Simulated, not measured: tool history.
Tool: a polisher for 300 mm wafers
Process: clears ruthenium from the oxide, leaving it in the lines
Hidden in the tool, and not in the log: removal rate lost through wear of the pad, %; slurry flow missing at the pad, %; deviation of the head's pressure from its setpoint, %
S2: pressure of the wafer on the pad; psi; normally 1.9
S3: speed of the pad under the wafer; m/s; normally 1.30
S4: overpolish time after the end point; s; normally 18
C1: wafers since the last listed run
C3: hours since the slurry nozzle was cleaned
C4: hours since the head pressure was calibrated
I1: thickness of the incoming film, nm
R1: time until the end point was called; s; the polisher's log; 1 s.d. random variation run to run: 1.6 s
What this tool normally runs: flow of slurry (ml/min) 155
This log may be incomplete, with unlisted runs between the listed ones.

Run 1, hour 0.0: usual settings but flow of slurry (ml/min) 190; C1 0; wafers polished on this pad 192; C3 807.3; C4 651.0; I1 198.0. Result: R1 149.6 s.
Run 2, hour 14.4: usual settings but flow of slurry (ml/min) 190; C1 65; wafers polished on this pad 257; C3 821.7; C4 665.4; I1 197.5. Result: R1 153.2 s.
Run 3, hour 31.5: usual settings; C1 77; wafers polished on this pad 334; C3 838.8; C4 682.5; I1 201.1. Result: R1 156.6 s.
Run 4, hour 38.6: usual settings but S4 21 s; C1 32; wafers polished on this pad 366; C3 845.9; C4 689.6; I1 199.9. Result: R1 157.7 s.
Run 5, hour 53.6: usual settings but S4 21 s; C1 67; wafers polished on this pad 434; C3 860.9; C4 704.6; I1 198.8. Result: R1 157.6 s.
Run 6, hour 59.8: usual settings but flow of slurry (ml/min) 200, S2 2.4 psi; C1 28; wafers polished on this pad 462; C3 867.1; C4 710.8; I1 200.4. Result: R1 121.3 s.
Run 7, hour 71.2: usual settings; C1 51; wafers polished on this pad 514; C3 878.5; C4 722.2; I1 200.6. Result: R1 160.3 s.
Run 8, hour 81.4: usual settings; C1 46; wafers polished on this pad 560; C3 888.7; C4 732.4; I1 197.2. Result: R1 158.5 s.
Run 9, hour 97.1: usual settings; C1 70; wafers polished on this pad 631; C3 904.4; C4 748.1; I1 201.2. Result: R1 165.4 s.
At hour 114.5: slurry nozzle cleaned.
Run 10, hour 115.0: usual settings; C1 76; wafers polished on this pad 707; C3 0.5; C4 766.0; I1 202.0. Result: R1 166.4 s.
Run 11, hour 123.9: usual settings; C1 40; wafers polished on this pad 747; C3 9.4; C4 774.9; I1 202.0. Result: R1 165.2 s.
Run 12, hour 137.8: usual settings; C1 62; wafers polished on this pad 810; C3 23.3; C4 788.8; I1 196.2. Result: R1 163.1 s.
Run 13, hour 153.3: usual settings; C1 70; wafers polished on this pad 880; C3 38.8; C4 804.3; I1 199.2. Result: R1 167.5 s.
At hour 169.1: worn pad replaced by a new one.
Run 14, hour 169.6: usual settings; C1 55; wafers polished on this pad 2; C3 55.1; C4 820.6; I1 201.1. Result: R1 156.0 s.
Run 15, hour 175.8: usual settings; C1 28; wafers polished on this pad 30; C3 61.3; C4 826.8; I1 201.7. Result: R1 154.4 s.
Run 16, hour 186.1: usual settings; C1 46; wafers polished on this pad 77; C3 71.6; C4 837.1; I1 200.8. Result: R1 155.0 s.
Run 17, hour 196.9: usual settings; C1 48; wafers polished on this pad 125; C3 82.4; C4 847.9; I1 201.2. Result: R1 154.2 s.
Run 18, hour 204.1: usual settings but flow of slurry (ml/min) 100, S3 1.18 m/s, S4 11 s; C1 32; wafers polished on this pad 158; C3 89.6; C4 855.1; I1 200.8. Result: R1 174.8 s.
Run 19, hour 218.9: usual settings but S3 0.94 m/s; C1 66; wafers polished on this pad 225; C3 104.4; C4 869.9; I1 199.3. Result: R1 200.9 s.
Run 20, hour 234.4: usual settings; C1 70; wafers polished on this pad 295; C3 119.9; C4 885.4; I1 202.3. Result: R1 155.9 s.
Run 21, hour 242.6: usual settings but flow of slurry (ml/min) 115, S2 1.3 psi, S4 29 s; C1 37; wafers polished on this pad 332; C3 128.1; C4 893.6; I1 201.4. Result: R1 227.7 s.
Run 22, hour 255.7: usual settings but S3 0.88 m/s; C1 59; wafers polished on this pad 391; C3 141.2; C4 906.7; I1 199.9. Result: R1 213.9 s.
Run 23, hour 273.2: usual settings but flow of slurry (ml/min) 140, S2 2.5 psi, S3 1.46 m/s, S4 14 s; C1 79; wafers polished on this pad 470; C3 158.7; C4 924.2; I1 200.8. Result: R1 110.3 s.

Expected results for the next run?
Run 24, hour 279.8: usual settings but S4 22 s; C1 29; wafers polished on this pad 500; C3 165.3; C4 930.8; I1 197.5. Result: R1 ?.

R1: 156.9 s
Without the tool's hidden state the same run would have given R1 168.8 s.

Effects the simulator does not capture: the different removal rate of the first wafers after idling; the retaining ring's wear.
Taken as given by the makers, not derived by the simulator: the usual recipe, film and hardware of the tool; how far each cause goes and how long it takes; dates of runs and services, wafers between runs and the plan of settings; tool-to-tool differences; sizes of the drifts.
